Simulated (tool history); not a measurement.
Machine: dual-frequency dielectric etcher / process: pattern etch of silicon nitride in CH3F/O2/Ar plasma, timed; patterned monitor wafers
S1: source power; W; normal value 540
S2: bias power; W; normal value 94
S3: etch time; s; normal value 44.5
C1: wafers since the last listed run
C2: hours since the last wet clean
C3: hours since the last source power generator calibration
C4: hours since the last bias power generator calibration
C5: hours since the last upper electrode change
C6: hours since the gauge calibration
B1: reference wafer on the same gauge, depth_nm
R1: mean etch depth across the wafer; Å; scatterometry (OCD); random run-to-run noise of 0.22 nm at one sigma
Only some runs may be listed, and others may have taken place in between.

run	hour	S1	S2	S3	C1	C2	C3	C4	C5	C6	B1	R1
1	0	540	80	44.5	0	252.4	3325.2	1717.9	5026.7	309.5	37.92	356.6
2	33.1	540	80	44.5	534	285.5	3358.3	1751	5059.8	342.6	37.8	354.8
3	58	540	80	44.5	402	310.4	3383.2	1775.9	5084.7	367.5	37.78	353.7
4	80.9	540	94	44.5	369	333.3	3406.1	1798.8	5107.6	390.4	37.82	370.1
5	116.6	540	94	44.5	576	369	3441.8	1834.5	5143.3	426.1	37.69	367.2
6	131.5	540	94	44.5	240	383.9	3456.7	1849.4	5158.2	441	37.78	367.9
7	155.3	540	94	44.5	384	407.7	3480.5	1873.2	5182	464.8	37.74	368.5
# hour 185.8: upper electrode replaced
8	186.3	540	94	44.5	113	438.7	3511.5	1904.2	0.5	495.8	37.67	368.1
9	197.6	540	94	44.5	182	450	3522.8	1915.5	11.8	507.1	37.74	366.3
10	233.4	540	94	44.5	578	485.8	3558.6	1951.3	47.6	542.9	37.76	368
# hour 245.3: source power generator calibrated
11	252.4	540	94	44.5	242	504.8	7.1	1970.3	66.6	561.9	37.61	367.1
# hour 278.8: bias power generator calibrated
# hour 281.2: wet clean of the chamber
12	281.7	540	94	44.5	369	0.5	36.4	2.9	95.9	591.2	37.62	367.3
13	282	540	94	44.5	4	0.8	36.7	3.2	96.2	591.5	37.65	368.5
14	309.1	580	105	38	437	27.9	63.8	30.3	123.3	618.6	37.72	334.6
15	327	600	88	40.5	289	45.8	81.7	48.2	141.2	636.5	37.63	345.3
16	358.7	540	94	44.5	511	77.5	113.4	79.9	172.9	668.2	37.63	365.1
17	384.1	540	115	57	410	102.9	138.8	105.3	198.3	693.6	37.62	500.9
18	400.8	540	75	41	269	119.6	155.5	122	215	710.3	37.6	315.7
# hour 402.2: gauge calibrated
19	423.9	540	106	44.5	372	142.7	178.6	145.1	238.1	21.7	38.86	392.7
20	440.6	540	94	44.5	269	159.4	195.3	161.8	254.8	38.4	38.8	380.1
21	471	470	79	33.5	490	189.8	225.7	192.2	285.2	68.8	38.7	254.9
22	494.6	460	94	39.5	381	213.4	249.3	215.8	308.8	92.4	38.5	311.2
23	525.8	470	102	37	503	244.6	280.5	247	340	123.6	38.47	297.8
24	558.3	460	94	35	524	277.1	313	279.5	372.5	156.1	38.42	276
25	571.6	540	94	38	214	290.4	326.3	292.8	385.8	169.4	38.37	322.3
26	612.7	410	107	44.5	663	331.5	367.4	333.9	426.9	210.5	38.16	345.1
27	628.3	490	94	50.5	251	347.1	383	349.5	442.5	226.1	38.13	405.1
28	643.6	580	83	52	247	362.4	398.3	364.8	457.8	241.4	38.26	434.7
29	658.6	540	94	33.5	242	377.4	413.3	379.8	472.8	256.4	38.05	277.4
30	682.8	540	94	44.5	390	401.6	437.5	404	497	280.6	38.01	376.1

A few steps of R1 between consecutive runs. Split each: what settings, incoming material and random variation would produce without the hidden state, and what is left over for the hidden state, along with gauge scatter present in only one of the two compared results (measured, and without hidden state):
Unlogged tool condition in this case: etch rate over this chamber's usual, %; source power that arrives over what is set, %; bias power that arrives over what is set, %; gauge reads high (%).
Run 16 -> 17: S2 94 -> 115, S3 44.5 -> 57. R1 +135.8 Å: hidden state -4.3, all else +140.1.
Run 17 -> 18: S2 115 -> 75, S3 57 -> 41. R1 -185.2 Å: hidden state +5.8, all else -191.
Run 18 -> 19: S2 75 -> 106, S3 41 -> 44.5, gauge calibrated. R1 +77 Å: hidden state +10.5, all else +66.5.
Run 28 -> 29: S1 580 -> 540, S2 83 -> 94, S3 52 -> 33.5. R1 -157.3 Å: hidden state +2.3, all else -159.6.
